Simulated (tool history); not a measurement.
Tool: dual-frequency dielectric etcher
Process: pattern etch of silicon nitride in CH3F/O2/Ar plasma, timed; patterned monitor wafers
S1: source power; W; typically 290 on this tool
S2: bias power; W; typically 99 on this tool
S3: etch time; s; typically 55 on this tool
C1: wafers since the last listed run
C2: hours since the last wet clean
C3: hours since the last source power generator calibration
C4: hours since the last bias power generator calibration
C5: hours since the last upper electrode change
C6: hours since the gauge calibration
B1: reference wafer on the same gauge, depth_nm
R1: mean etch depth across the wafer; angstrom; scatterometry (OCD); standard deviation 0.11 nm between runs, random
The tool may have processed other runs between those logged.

{"run": 1, "day": 0.0, "S1": 290, "S2": 99, "S3": 55, "C1": 0, "C2": 539.7, "C3": 56, "C4": 2273, "C5": 845.2, "C6": 7.5, "B1": 36.27, "R1": 398}
{"run": 2, "day": 2.754, "S1": 290, "S2": 99, "S3": 55, "C1": 1106, "C2": 605.8, "C3": 122.1, "C4": 2339.1, "C5": 911.3, "C6": 73.6, "B1": 36.32, "R1": 397.3}
{"day": 5.996, "done": "wet clean of the chamber"}
{"run": 3, "day": 6.133, "S1": 260, "S2": 108, "S3": 55, "C1": 955, "C2": 3.3, "C3": 203.2, "C4": 2420.2, "C5": 992.4, "C6": 154.7, "B1": 36.34, "R1": 382.6}
{"run": 4, "day": 10.15, "S1": 290, "S2": 99, "S3": 47.5, "C1": 1613, "C2": 99.7, "C3": 299.6, "C4": 2516.6, "C5": 1088.8, "C6": 251.1, "B1": 36.3, "R1": 332.3}
{"run": 5, "day": 13.692, "S1": 290, "S2": 99, "S3": 47.5, "C1": 1423, "C2": 184.7, "C3": 384.6, "C4": 2601.6, "C5": 1173.8, "C6": 336.1, "B1": 36.27, "R1": 333.8}
{"run": 6, "day": 18.121, "S1": 290, "S2": 99, "S3": 45.5, "C1": 1779, "C2": 291, "C3": 490.9, "C4": 2707.9, "C5": 1280.1, "C6": 442.4, "B1": 36.29, "R1": 324.3}
{"run": 7, "day": 21.004, "S1": 290, "S2": 99, "S3": 45.5, "C1": 1158, "C2": 360.2, "C3": 560.1, "C4": 2777.1, "C5": 1349.3, "C6": 511.6, "B1": 36.29, "R1": 327.7}
{"run": 8, "day": 23.317, "S1": 290, "S2": 99, "S3": 55, "C1": 929, "C2": 415.7, "C3": 615.6, "C4": 2832.6, "C5": 1404.8, "C6": 567.1, "B1": 36.31, "R1": 393.3}
{"day": 23.867, "done": "bias power generator calibrated"}
{"run": 9, "day": 26.425, "S1": 220, "S2": 99, "S3": 55, "C1": 1181, "C2": 490.3, "C3": 690.2, "C4": 61.4, "C5": 1479.4, "C6": 641.7, "B1": 36.27, "R1": 362.3}
{"run": 10, "day": 30.283, "S1": 310, "S2": 93, "S3": 63, "C1": 1550, "C2": 582.9, "C3": 782.8, "C4": 154, "C5": 1572, "C6": 734.3, "B1": 36.31, "R1": 446.9}
{"run": 11, "day": 33.362, "S1": 290, "S2": 99, "S3": 40, "C1": 1237, "C2": 656.8, "C3": 856.7, "C4": 227.9, "C5": 1645.9, "C6": 808.2, "B1": 36.28, "R1": 285.8}
{"day": 35.592, "done": "wet clean of the chamber"}
{"run": 12, "day": 37.442, "S1": 290, "S2": 99, "S3": 55, "C1": 1237, "C2": 44.4, "C3": 954.6, "C4": 325.8, "C5": 1743.8, "C6": 906.1, "B1": 36.33, "R1": 381.7}
{"run": 13, "day": 41.292, "S1": 270, "S2": 88, "S3": 65.5, "C1": 1546, "C2": 136.8, "C3": 1047, "C4": 418.2, "C5": 1836.2, "C6": 998.5, "B1": 36.3, "R1": 431.5}
{"run": 14, "day": 42.958, "S1": 290, "S2": 99, "S3": 55, "C1": 669, "C2": 176.8, "C3": 1087, "C4": 458.2, "C5": 1876.2, "C6": 1038.5, "B1": 36.28, "R1": 382.5}
{"day": 46.388, "done": "upper electrode replaced"}
{"run": 15, "day": 47.312, "S1": 320, "S2": 91, "S3": 48, "C1": 1347, "C2": 281.3, "C3": 1191.5, "C4": 562.7, "C5": 22.2, "C6": 1143, "B1": 36.32, "R1": 337.7}
{"run": 16, "day": 49.017, "S1": 330, "S2": 99, "S3": 55, "C1": 684, "C2": 322.2, "C3": 1232.4, "C4": 603.6, "C5": 63.1, "C6": 1183.9, "B1": 36.29, "R1": 401.1}
{"run": 17, "day": 52.562, "S1": 240, "S2": 115, "S3": 67.5, "C1": 1424, "C2": 407.3, "C3": 1317.5, "C4": 688.7, "C5": 148.2, "C6": 1269, "B1": 36.29, "R1": 476.1}
{"run": 18, "day": 56.571, "S1": 290, "S2": 99, "S3": 55, "C1": 1610, "C2": 503.5, "C3": 1413.7, "C4": 784.9, "C5": 244.4, "C6": 1365.2, "B1": 36.29, "R1": 391}
{"run": 19, "day": 59.558, "S1": 290, "S2": 99, "S3": 55, "C1": 1200, "C2": 575.2, "C3": 1485.4, "C4": 856.6, "C5": 316.1, "C6": 1436.9, "B1": 36.28, "R1": 394.1}
{"day": 62.038, "done": "wet clean of the chamber"}
{"run": 20, "day": 62.25, "S1": 290, "S2": 99, "S3": 55, "C1": 679, "C2": 5.1, "C3": 1550, "C4": 921.2, "C5": 380.7, "C6": 1501.5, "B1": 36.31, "R1": 382.5}
{"run": 21, "day": 64.938, "S1": 250, "S2": 116, "S3": 60, "C1": 1079, "C2": 69.6, "C3": 1614.5, "C4": 985.7, "C5": 445.2, "C6": 1566, "B1": 36.3, "R1": 423.2}
{"run": 22, "day": 66.567, "S1": 290, "S2": 99, "S3": 42, "C1": 654, "C2": 108.7, "C3": 1653.6, "C4": 1024.8, "C5": 484.3, "C6": 1605.1, "B1": 36.29, "R1": 293.7}
{"run": 23, "day": 69.992, "S1": 290, "S2": 99, "S3": 45, "C1": 1376, "C2": 190.9, "C3": 1735.8, "C4": 1107, "C5": 566.5, "C6": 1687.3, "B1": 36.3, "R1": 318.2}
{"run": 24, "day": 72.488, "S1": 250, "S2": 99, "S3": 39.5, "C1": 1002, "C2": 250.8, "C3": 1795.7, "C4": 1166.9, "C5": 626.4, "C6": 1747.2, "B1": 36.31, "R1": 269.1}
{"day": 79.842, "done": "gauge calibrated"}
{"run": 25, "day": 83.038, "S1": 320, "S2": 110, "S3": 50, "C1": 4239, "C2": 504, "C3": 2048.9, "C4": 1420.1, "C5": 879.6, "C6": 76.7, "B1": 36.31, "R1": 381.4}
{"day": 85.158, "done": "wet clean of the chamber"}
{"run": 26, "day": 85.475, "S1": 290, "S2": 99, "S3": 55, "C1": 577, "C2": 7.6, "C3": 2107.4, "C4": 1478.6, "C5": 938.1, "C6": 135.2, "B1": 36.31, "R1": 384.1}
{"run": 27, "day": 87.504, "S1": 290, "S2": 99, "S3": 55, "C1": 815, "C2": 56.3, "C3": 2156.1, "C4": 1527.3, "C5": 986.8, "C6": 183.9, "B1": 36.34, "R1": 388.6}
{"run": 28, "day": 90.354, "S1": 320, "S2": 99, "S3": 47, "C1": 1145, "C2": 124.7, "C3": 2224.5, "C4": 1595.7, "C5": 1055.2, "C6": 252.3, "B1": 36.32, "R1": 340}

Forecast each of these 5 alternatives for the next run:
{"run": "A", "day": 90.371, "S1": 290, "S2": 77, "S3": 55, "C1": 6, "C2": 125.1, "C3": 2224.9, "C4": 1596.1, "C5": 1055.6, "C6": 252.7, "B1": "?", "R1": "?"}
{"run": "B", "day": 90.371, "S1": 260, "S2": 110, "S3": 65, "C1": 6, "C2": 125.1, "C3": 2224.9, "C4": 1596.1, "C5": 1055.6, "C6": 252.7, "B1": "?", "R1": "?"}
{"run": "C", "day": 90.371, "S1": 290, "S2": 112, "S3": 40.5, "C1": 6, "C2": 125.1, "C3": 2224.9, "C4": 1596.1, "C5": 1055.6, "C6": 252.7, "B1": "?", "R1": "?"}
{"run": "D", "day": 90.371, "S1": 240, "S2": 99, "S3": 55, "C1": 6, "C2": 125.1, "C3": 2224.9, "C4": 1596.1, "C5": 1055.6, "C6": 252.7, "B1": "?", "R1": "?"}
{"run": "E", "day": 90.371, "S1": 290, "S2": 84, "S3": 55, "C1": 6, "C2": 125.1, "C3": 2224.9, "C4": 1596.1, "C5": 1055.6, "C6": 252.7, "B1": "?", "R1": "?"}

run=A B1=36.28 R1=357.8
run=B B1=36.28 R1=457.5
run=C B1=36.28 R1=295
run=D B1=36.28 R1=367
run=E B1=36.28 R1=366.9
Without the tool's hidden state the same runs would have given:
run=A R1=351.5
run=B R1=449.2
run=C R1=289.6
run=D R1=360.4
run=E R1=360.3
